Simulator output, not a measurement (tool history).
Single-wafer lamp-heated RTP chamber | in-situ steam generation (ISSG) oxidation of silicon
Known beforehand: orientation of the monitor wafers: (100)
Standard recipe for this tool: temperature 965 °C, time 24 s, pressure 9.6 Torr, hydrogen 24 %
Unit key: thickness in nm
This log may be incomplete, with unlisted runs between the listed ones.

run,hour,temperature,time,pressure,hydrogen,wafers since the last listed run,wafers since the last pyrometer calibration,hours since the pressure gauge was zeroed,hours since the hydrogen flow controller was replaced,hours since the gauge calibration,"read-back reference wafer on the same gauge, thickness",thickness
1,0,965,24,10.2,24,0,2049,2924.3,2419,1220.8,4.055,5.177
# hour 3.2: gauge calibrated
2,96.6,965,24,10.2,24,664,2713,3020.9,2515.6,93.4,4.045,5.125
3,233.7,965,24,10.2,24,942,3656,3158,2652.7,230.5,4.05,5.226
# hour 304.9: pyrometer window cleaned and pyrometer calibrated
4,325.1,965,24,9.6,24,573,139,3249.4,2744.1,321.9,4.047,5.125
5,402.9,965,24,9.6,24,534,674,3327.2,2821.9,399.7,4.043,5.166
6,500.6,965,24,9.6,24,671,1345,3424.9,2919.6,497.4,4.053,5.185
7,572.4,952,27,9.6,24,493,1839,3496.7,2991.4,569.2,4.06,5.236
# hour 626.2: pressure gauge zeroed
8,656.1,952,27,9.6,24,520,2360,29.9,3075.1,652.9,4.041,5.273
9,699,965,24,9.6,24,294,2655,72.8,3118,695.8,4.049,5.272
10,750.7,965,24,9.6,17,355,3010,124.5,3169.7,747.5,4.058,4.865
# hour 917.4: pyrometer window cleaned and pyrometer calibrated
# hour 926.9: hydrogen flow controller replaced
# hour 1004.8: gauge calibrated
11,1010.8,948,24,10.2,16,1678,587,384.6,83.9,6,4.057,4.38
12,1116.3,956,29,9.1,32,725,1312,490.1,189.4,111.5,4.053,5.843
13,1175.9,948,24,10.2,16,409,1722,549.7,249,171.1,4.049,4.472
14,1271,949,24,9.6,20,653,2376,644.8,344.1,266.2,4.05,4.726
15,1312.2,965,24,10.2,21,283,2659,686,385.3,307.4,4.051,5.01
16,1415.5,965,24,9.1,24,710,3370,789.3,488.6,410.7,4.05,5.266

Give the tool's hidden conditions for every run:
true pressure minus gauge reading, Torr: 0 on each run
deviation of the hydrogen flow from its setpoint, %: 0 on each run
gauge reads high (%): 0 on each run
H1: true wafer temperature minus pyrometer reading, K
run,H1
1,9.83
2,10.7
3,11.4
4,2.15
5,5.32
6,7.85
7,9.03
8,9.95
9,10.3
10,10.6
11,4.59
12,7.33
13,8.33
14,9.39
15,9.71
16,10.3
